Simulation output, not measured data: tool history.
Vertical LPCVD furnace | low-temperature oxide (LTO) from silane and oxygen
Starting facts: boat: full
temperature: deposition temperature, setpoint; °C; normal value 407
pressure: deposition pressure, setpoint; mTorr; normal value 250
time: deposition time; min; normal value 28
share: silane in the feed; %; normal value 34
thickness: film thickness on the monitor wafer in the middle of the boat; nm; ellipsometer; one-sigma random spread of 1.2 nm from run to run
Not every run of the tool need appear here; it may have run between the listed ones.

run,hour,temperature,pressure,time,share,wafers since the last listed run,hours since the last temperature calibration,hours since the pressure gauge was zeroed,hours since the silane flow controller was replaced,hours since the gauge calibration,"read-back reference wafer on the same gauge, thickness",thickness
1,0,407,210,28,34,0,2809.9,3060.4,2859.3,619.5,242.94,204.76
2,96.4,407,210,28,34,1823,2906.3,3156.8,2955.7,715.9,242.88,206.32
3,168.5,407,210,28,34,1363,2978.4,3228.9,3027.8,788,243.03,206.04
# hour 213: thermocouples replaced and temperature profile calibrated
4,222.6,407,250,28,29,569,9.6,3283,3081.9,842.1,243.24,187.77
5,320.8,407,250,20.5,34,1857,107.8,3381.2,3180.1,940.3,242.72,172.83
6,424.5,407,250,20.5,34,1961,211.5,3484.9,3283.8,1044,243.06,172.05
7,506.8,407,250,28,34,1556,293.8,3567.2,3366.1,1126.3,243.28,235.5
8,574.8,407,250,28,34,1286,361.8,3635.2,3434.1,1194.3,242.9,237.03
9,673,410,250,28,34,1857,460,3733.4,3532.3,1292.5,242.99,244.34
10,719,407,195,28,28,869,506,3779.4,3578.3,1338.5,243.01,140.27
11,786.4,414,250,17,34,1274,573.4,3846.8,3645.7,1405.9,243.04,155.02
12,877.7,412,215,37.5,28,1726,664.7,3938.1,3737,1497.2,243.14,220.56
13,940,407,190,28,37,1178,727,4000.4,3799.3,1559.5,243.17,198.13
14,1033,407,250,28,34,1758,820,4093.4,3892.3,1652.5,243.07,236.94
15,1101.4,407,250,28,34,1293,888.4,4161.8,3960.7,1720.9,242.73,239.37
# hour 1164.4: silane flow controller replaced
# hour 1180.3: pressure gauge zeroed
16,1201.6,407,250,33,34,1140,988.6,21.3,37.2,1821.1,242.95,268.82
17,1287.2,407,250,28,38,1618,1074.2,106.9,122.8,1906.7,242.73,266.72
18,1329.5,407,250,28,34,799,1116.5,149.2,165.1,1949,242.87,232.02
19,1378.9,407,270,28,34,934,1165.9,198.6,214.5,1998.4,243.12,249.1
# hour 1381.7: gauge calibrated
20,1432.1,407,285,20,30,1006,1219.1,251.8,267.7,50.4,243.33,158.88
21,1491.1,407,250,21.5,34,1115,1278.1,310.8,326.7,109.4,242.98,179.37
22,1570.5,407,200,28,34,1501,1357.5,390.2,406.1,188.8,243.34,185
23,1643.8,407,250,28,34,1386,1430.8,463.5,479.4,262.1,243.11,232.9
24,1683.4,407,250,33.5,34,748,1470.4,503.1,519,301.7,242.85,279.23
25,1720.7,407,250,28,40,705,1507.7,540.4,556.3,339,242.72,285.69
26,1818.3,407,290,34.5,30,1845,1605.3,638,653.9,436.6,242.76,279.9
27,1868.5,407,225,28,34,949,1655.5,688.2,704.1,486.8,242.94,208.79
28,1942.5,407,250,23.5,36,1399,1729.5,762.2,778.1,560.8,243.47,211.49
29,1991.8,407,215,28,29,932,1778.8,811.5,827.4,610.1,243.35,161.28
30,2065.8,407,190,28,37,1399,1852.8,885.5,901.4,684.1,243.01,198.51

For some of the steps in thickness from one run to the next: how much would appear even if the tool had no hidden state, given the settings, what came in and random variation, and how much remains for the hidden state plus any gauge scatter that the measured result and the result without hidden state don't share?
Hidden state at play: true tube temperature minus thermocouple reading, K; true pressure minus gauge reading, mTorr; deviation of the silane flow from its setpoint, %; gauge reads high (%).
Run 3 -> 4: pressure 210 -> 250, share 34 -> 29, thermocouples replaced and temperature profile calibrated. thickness -18.27 nm: hidden state -9.19, all else -9.08.
Run 9 -> 10: temperature 410 -> 407, pressure 250 -> 195, share 34 -> 28. thickness -104.07 nm: hidden state -2.25, all else -101.82.
Run 11 -> 12: temperature 414 -> 412, pressure 250 -> 215, time 17 -> 37.5, share 34 -> 28. thickness +65.54 nm: hidden state +4.15, all else +61.39.
Run 15 -> 16: time 28 -> 33, silane flow controller replaced, pressure gauge zeroed. thickness +29.45 nm: hidden state -7.7, all else +37.15.
Run 19 -> 20: pressure 270 -> 285, time 28 -> 20, share 34 -> 30, gauge calibrated. thickness -90.22 nm: hidden state -0.77, all else -89.45.
Run 26 -> 27: pressure 290 -> 225, time 34.5 -> 28, share 30 -> 34. thickness -71.11 nm: hidden state -1.18, all else -69.93.
